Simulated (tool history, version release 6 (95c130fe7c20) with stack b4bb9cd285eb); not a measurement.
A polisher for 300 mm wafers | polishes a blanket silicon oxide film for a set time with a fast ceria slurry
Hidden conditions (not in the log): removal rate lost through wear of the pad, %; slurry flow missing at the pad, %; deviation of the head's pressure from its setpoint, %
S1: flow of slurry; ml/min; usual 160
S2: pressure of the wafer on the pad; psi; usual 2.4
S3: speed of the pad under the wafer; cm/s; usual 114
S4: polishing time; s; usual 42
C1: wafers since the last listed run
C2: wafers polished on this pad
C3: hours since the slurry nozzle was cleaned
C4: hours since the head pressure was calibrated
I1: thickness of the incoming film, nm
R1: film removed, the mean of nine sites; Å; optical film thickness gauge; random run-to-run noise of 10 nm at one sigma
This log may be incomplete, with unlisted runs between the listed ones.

run   hour   S1   S2   S3  S4   C1    C2     C3      C4      I1     R1
  1    0.0  160  1.8  114  42    0   133  268.6   682.7  3316.7   5456
      23.2  -- slurry nozzle cleaned
  2   27.4  160  1.8  114  42  268   401    4.2   710.1  3337.8   5445
  3   64.4  160  2.4  114  42  375   777   41.2   747.1  3348.2   7387
  4   94.3  160  2.4  128  38  303  1080   71.1   777.0  3302.8   7263
     107.0  -- worn pad replaced by a new one
  5  126.7  135  2.4  138  42  288   200  103.5   809.4  3298.0   8105
  6  162.1  135  2.4  138  42  359   559  138.9   844.8  3295.2   8050
  7  180.5  160  2.4  114  50  186   746  157.3   863.2  3282.8   8603
     241.6  -- worn pad replaced by a new one
  8  265.5  170  2.6  114  42  822   242  242.3   948.2  3305.6   7777
  9  298.2  170  2.6  114  42  331   574  275.0   980.9  3329.8   7756
     303.7  -- slurry nozzle cleaned
 10  322.4  170  2.6  114  42  235   809   18.7  1005.1  3325.4   7834
 11  345.3  160  2.4  114  42  232  1042   41.6  1028.0  3390.5   7061
     360.7  -- worn pad replaced by a new one
 12  369.9  160  2.4  114  42  209    93   66.2  1052.6  3361.0   6947
 13  385.1  160  3.1  138  31  154   247   81.4  1067.8  3311.0   7747
     391.5  -- head pressure recalibrated
 14  399.8  160  2.8  148  51  128   376   96.1     8.3  3361.2  13381
 15  417.7  160  2.0  114  42  181   558  114.0    26.2  3340.2   6510
 16  441.2  160  2.4  114  42  238   796  137.5    49.7  3341.5   7845
 17  454.0  160  2.4   92  42  129   926  150.3    62.5  3335.8   6741
 18  472.0  185  2.4  114  42  182  1109  168.3    80.5  3283.4   8001
     476.6  -- worn pad replaced by a new one
 19  485.8  125  2.1   90  42   99    93  182.1    94.3  3367.5   5409
 20  519.0  160  2.4  114  30  337   430  215.3   127.5  3312.8   5367
 21  543.9  125  2.4   78  33  252   683  240.2   152.4  3337.5   4450
 22  566.6  200  3.2  142  48  230   913  262.9   175.1  3301.5  14207
     579.0  -- slurry nozzle cleaned
     595.1  -- worn pad replaced by a new one
 23  597.6  160  2.4  114  42  263    25   18.6   206.1  3321.3   7493
 24  617.2  160  2.4   76  42  198   224   38.2   225.7  3315.1   5899
 25  632.9  160  2.4  114  42  159   383   53.9   241.4  3328.1   7807

How would selected steps in R1 from run to run divide? Give the signed amount a tool lacking its hidden state would still show from settings, what came in and random variation, and the signed amount left for the hidden state, including any gauge scatter that is not in both of the compared results.
Run 13 -> 14: S2 3.1 -> 2.8, S3 138 -> 148, S4 31 -> 51, head pressure recalibrated. R1 +5634 Å: hidden state +784, all else +4850.
Run 14 -> 15: S2 2.8 -> 2.0, S3 148 -> 114, S4 51 -> 42. R1 -6871 Å: hidden state +44, all else -6915.
Run 21 -> 22: S1 125 -> 200, S2 2.4 -> 3.2, S3 78 -> 142, S4 33 -> 48. R1 +9757 Å: hidden state -267, all else +10024.
